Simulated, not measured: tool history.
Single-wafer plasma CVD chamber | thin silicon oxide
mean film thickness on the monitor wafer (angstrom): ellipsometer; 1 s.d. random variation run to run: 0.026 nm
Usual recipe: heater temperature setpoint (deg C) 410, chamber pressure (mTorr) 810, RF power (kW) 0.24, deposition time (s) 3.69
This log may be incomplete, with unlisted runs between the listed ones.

run	hour	heater temperature setpoint (deg C)	chamber pressure (mTorr)	RF power (kW)	deposition time (s)	read-back reference wafer on the same gauge, thickness_nm	mean film thickness on the monitor wafer (angstrom)
1	0	410	810	0.27	3.69	7.04	63.99
2	12.1	410	810	0.27	3.69	7.028	63.72
3	23.4	410	810	0.24	3.69	7.025	60.97
4	38.4	410	810	0.24	3.69	7.033	61.42
5	54	410	810	0.24	3.69	7.033	61.27
6	68.4	410	810	0.24	3.69	7.035	62.66
7	78.1	410	810	0.24	3.69	7.034	62.81
8	85.3	410	810	0.24	3.69	7.027	62.6
9	91.8	410	687	0.24	3.38	7.024	50.22
10	103.6	410	810	0.24	3.69	7.034	62.72
11	121.2	415	969	0.24	3.69	7.038	70.76
12	137.9	410	759	0.24	3.88	7.035	62.39
13	154.3	415	810	0.24	3.69	7.034	62.21
14	161.5	410	810	0.24	3.69	7.032	62.32
15	178.5	410	810	0.24	3.39	7.031	57.68
16	184.9	410	977	0.24	3.69	7.041	71.21
17	208	410	810	0.24	3.69	7.023	62.4
18	217.9	410	810	0.24	3.69	7.032	62.09
19	233.1	400	810	0.24	3.69	7.031	62.49
20	246.3	395	733	0.215	3.37	7.03	51.41
21	256.8	403	672	0.195	4.27	7.023	58.26
22	272	424	810	0.24	3.69	7.034	62.03
23	284.1	410	810	0.215	3.69	7.034	59.65
24	298.2	398	620	0.195	3.39	7.03	43.36
25	310.8	410	810	0.205	3.69	7.024	58.75
26	320.3	424	927	0.26	3.27	7.024	61.46
27	336.7	415	898	0.275	4	7.028	75.66
28	348.9	410	810	0.26	3.69	7.037	63.86
29	361.2	410	810	0.24	3.69	7.039	62.14

Not shown: 5 entries that the log had between the listed runs. Between which runs, and how does the tool's hidden state differ before and after?
In the gap between runs 3 and 4: gauge calibrated (hour 25.1)
  delivered RF power above the setpoint (%): -7.77 -> -7.86
  measured minus no-state result, mean film thickness on the monitor wafer (angstrom): -1.81 -> -1.84
In the gap between runs 4 and 5: thermocouple changed; heater temperature recalibrated (hour 52.3)
  delivered RF power above the setpoint (%): -7.86 -> -7.95
  measured minus no-state result, mean film thickness on the monitor wafer (angstrom): -1.84 -> -1.86
In the gap between runs 5 and 6: RF generator calibrated (hour 67.9)
  delivered RF power above the setpoint (%): -7.95 -> -2.29
  measured minus no-state result, mean film thickness on the monitor wafer (angstrom): -1.86 -> -0.53
In the gap between runs 9 and 10: showerhead replaced (hour 101.8)
  delivered RF power above the setpoint (%): -2.43 -> -2.5
  measured minus no-state result, mean film thickness on the monitor wafer (angstrom): -0.45 -> -0.58
In the gap between runs 16 and 17: capacitance manometer re-zeroed and calibrated (hour 207.5)
  delivered RF power above the setpoint (%): -2.99 -> -3.13
  measured minus no-state result, mean film thickness on the monitor wafer (angstrom): -0.79 -> -0.72
